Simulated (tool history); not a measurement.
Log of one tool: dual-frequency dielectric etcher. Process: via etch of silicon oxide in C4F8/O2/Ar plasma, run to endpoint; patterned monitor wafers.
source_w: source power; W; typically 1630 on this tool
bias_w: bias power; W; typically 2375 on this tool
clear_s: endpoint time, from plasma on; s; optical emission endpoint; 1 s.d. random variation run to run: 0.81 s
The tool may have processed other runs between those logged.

run	hour	source_w	bias_w	incoming incoming film thickness, nm	clear_s
1	0.0	1630	2375	1381.3	267.4
2	28.1	1630	2375	1383.5	267.9
3	60.0	1630	2375	1380.4	266.8
4	125.0	1920	2375	1388.1	250.7
5	159.8	1630	2509	1376.1	260.1
# hour 381.0: wet clean of the chamber
6	381.5	1630	2509	1396.1	269.6
7	395.2	1630	2229	1393.7	275.2
8	452.7	1630	2375	1387.7	270.1
# hour 467.0: source power generator calibrated
9	481.9	1630	2375	1385.5	270.0
10	516.1	1630	2375	1385.7	269.2
11	554.9	1630	2375	1407.4	271.8
12	621.3	1630	2879	1379.9	256.0
# hour 739.4: upper electrode replaced
13	823.7	1380	2087	1403.7	290.2
14	871.0	2000	2620	1386.0	242.3
15	941.3	1860	1981	1387.6	261.3
# hour 982.5: bias power generator calibrated
16	989.4	1820	2137	1392.4	259.0
# hour 1046.0: wet clean of the chamber
17	1046.5	2010	2563	1388.0	248.2
18	1083.3	1630	2375	1381.4	267.8
19	1112.8	1230	2110	1381.2	300.8
20	1259.3	1930	2182	1388.1	256.7

3 options for the next run, each taken on its own from the tool as it stands now. Forecast them:
A	1259.8	1630	2375	1372.6	?
B	1259.8	1520	2086	1372.6	?
C	1259.8	1310	1947	1372.6	?

run	clear_s
A	264.9
B	277.9
C	295.5
Take away the tool's hidden state, keep each run's random variation, and the runs would have read:
run	clear_s
A	268.4
B	281.6
C	299.4
